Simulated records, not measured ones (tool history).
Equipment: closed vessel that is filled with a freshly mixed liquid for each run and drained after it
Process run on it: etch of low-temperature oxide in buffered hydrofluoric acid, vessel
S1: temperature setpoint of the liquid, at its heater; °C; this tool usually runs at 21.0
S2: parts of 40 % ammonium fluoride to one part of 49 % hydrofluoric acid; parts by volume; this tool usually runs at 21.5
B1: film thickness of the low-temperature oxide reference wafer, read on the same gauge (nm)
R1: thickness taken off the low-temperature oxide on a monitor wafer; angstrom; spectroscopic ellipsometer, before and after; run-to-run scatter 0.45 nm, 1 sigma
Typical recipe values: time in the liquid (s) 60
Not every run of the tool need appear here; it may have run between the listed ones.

{"run": 1, "hour": 0.0, "S1": 17.5, "S2": 28.0, "time in the liquid (s)": 60, "B1": 119.99, "R1": 361.5}
{"run": 2, "hour": 38.3, "S1": 21.0, "S2": 21.5, "time in the liquid (s)": 60, "B1": 120.0, "R1": 519.9}
{"run": 3, "hour": 100.2, "S1": 21.0, "S2": 16.0, "time in the liquid (s)": 60, "B1": 120.02, "R1": 699.1}
{"hour": 106.7, "done": "hydrofluoric acid flow meter replaced"}
{"hour": 146.7, "done": "thermometer replaced"}
{"run": 4, "hour": 149.1, "S1": 21.0, "S2": 16.0, "time in the liquid (s)": 60, "B1": 120.0, "R1": 695.5}
{"run": 5, "hour": 208.3, "S1": 21.0, "S2": 21.5, "time in the liquid (s)": 60, "B1": 120.02, "R1": 528.9}
{"run": 6, "hour": 275.2, "S1": 21.0, "S2": 21.5, "time in the liquid (s)": 60, "B1": 120.0, "R1": 532.8}
{"run": 7, "hour": 302.3, "S1": 21.0, "S2": 21.5, "time in the liquid (s)": 60, "B1": 120.0, "R1": 535.4}
{"run": 8, "hour": 334.3, "S1": 21.0, "S2": 19.5, "time in the liquid (s)": 60, "B1": 119.99, "R1": 581.9}
{"run": 9, "hour": 372.1, "S1": 18.0, "S2": 16.0, "time in the liquid (s)": 30, "B1": 119.99, "R1": 299.5}
{"run": 10, "hour": 434.0, "S1": 19.0, "S2": 24.0, "time in the liquid (s)": 35, "B1": 120.02, "R1": 259.5}
{"run": 11, "hour": 492.8, "S1": 25.0, "S2": 18.0, "time in the liquid (s)": 35, "B1": 120.01, "R1": 463.6}
{"run": 12, "hour": 536.8, "S1": 17.0, "S2": 25.5, "time in the liquid (s)": 60, "B1": 120.0, "R1": 374.6}
{"hour": 564.3, "done": "hydrofluoric acid flow meter replaced"}
{"run": 13, "hour": 586.8, "S1": 21.0, "S2": 21.5, "time in the liquid (s)": 50, "B1": 119.99, "R1": 412.7}
{"run": 14, "hour": 614.1, "S1": 17.0, "S2": 18.5, "time in the liquid (s)": 85, "B1": 120.0, "R1": 642.0}
{"run": 15, "hour": 671.5, "S1": 21.0, "S2": 21.5, "time in the liquid (s)": 60, "B1": 120.02, "R1": 497.3}
{"hour": 702.8, "done": "thermometer replaced"}
{"run": 16, "hour": 756.0, "S1": 25.5, "S2": 14.0, "time in the liquid (s)": 60, "B1": 120.0, "R1": 1044.7}
{"run": 17, "hour": 795.8, "S1": 21.0, "S2": 15.0, "time in the liquid (s)": 60, "B1": 119.99, "R1": 776.4}
{"run": 18, "hour": 850.4, "S1": 21.0, "S2": 21.5, "time in the liquid (s)": 60, "B1": 120.0, "R1": 542.1}
{"hour": 938.7, "done": "gauge calibrated"}
{"run": 19, "hour": 978.6, "S1": 21.0, "S2": 16.5, "time in the liquid (s)": 60, "B1": 120.0, "R1": 696.8}
{"run": 20, "hour": 1026.7, "S1": 25.0, "S2": 24.0, "time in the liquid (s)": 70, "B1": 120.0, "R1": 735.7}
{"hour": 1049.8, "done": "hydrofluoric acid flow meter replaced"}
{"run": 21, "hour": 1071.8, "S1": 21.0, "S2": 27.5, "time in the liquid (s)": 45, "B1": 120.0, "R1": 323.7}
{"run": 22, "hour": 1126.7, "S1": 21.0, "S2": 21.5, "time in the liquid (s)": 90, "B1": 119.99, "R1": 757.4}
{"run": 23, "hour": 1174.4, "S1": 21.0, "S2": 21.5, "time in the liquid (s)": 60, "B1": 120.02, "R1": 500.2}
{"run": 24, "hour": 1219.2, "S1": 25.0, "S2": 18.5, "time in the liquid (s)": 35, "B1": 120.02, "R1": 431.1}
{"run": 25, "hour": 1280.5, "S1": 23.5, "S2": 18.5, "time in the liquid (s)": 60, "B1": 120.01, "R1": 676.6}
{"run": 26, "hour": 1318.1, "S1": 21.0, "S2": 21.5, "time in the liquid (s)": 60, "B1": 120.0, "R1": 505.6}
{"hour": 1330.0, "done": "thermometer replaced"}
{"run": 27, "hour": 1361.7, "S1": 21.0, "S2": 28.0, "time in the liquid (s)": 85, "B1": 119.98, "R1": 653.9}
{"run": 28, "hour": 1408.9, "S1": 21.0, "S2": 17.0, "time in the liquid (s)": 60, "B1": 120.01, "R1": 682.4}
{"run": 29, "hour": 1445.2, "S1": 17.5, "S2": 28.0, "time in the liquid (s)": 60, "B1": 120.0, "R1": 375.9}
{"run": 30, "hour": 1498.3, "S1": 23.5, "S2": 26.0, "time in the liquid (s)": 90, "B1": 120.0, "R1": 836.8}
{"hour": 1510.5, "done": "hydrofluoric acid flow meter replaced"}
{"run": 31, "hour": 1523.6, "S1": 17.5, "S2": 21.5, "time in the liquid (s)": 60, "B1": 120.02, "R1": 434.3}

Branching from run 31: 5 alternative next runs. What would each branch give?
{"run": "A", "hour": 1524.3, "S1": 21.0, "S2": 21.5, "time in the liquid (s)": 60, "B1": "?", "R1": "?"}
{"run": "B", "hour": 1524.3, "S1": 21.0, "S2": 26.0, "time in the liquid (s)": 40, "B1": "?", "R1": "?"}
{"run": "C", "hour": 1524.3, "S1": 17.0, "S2": 25.5, "time in the liquid (s)": 85, "B1": "?", "R1": "?"}
{"run": "D", "hour": 1524.3, "S1": 21.0, "S2": 18.5, "time in the liquid (s)": 40, "B1": "?", "R1": "?"}
{"run": "E", "hour": 1524.3, "S1": 17.5, "S2": 24.0, "time in the liquid (s)": 85, "B1": "?", "R1": "?"}

run=A B1=119.98 R1=526.1
run=B B1=119.98 R1=307.6
run=C B1=119.98 R1=527.9
run=D B1=119.98 R1=399.2
run=E B1=119.98 R1=566.6
With the hidden condition removed and each run's random variation left untouched, the same runs would have given:
run=A R1=534.7
run=B R1=312.7
run=C R1=536.9
run=D R1=404.7
run=E R1=576.1
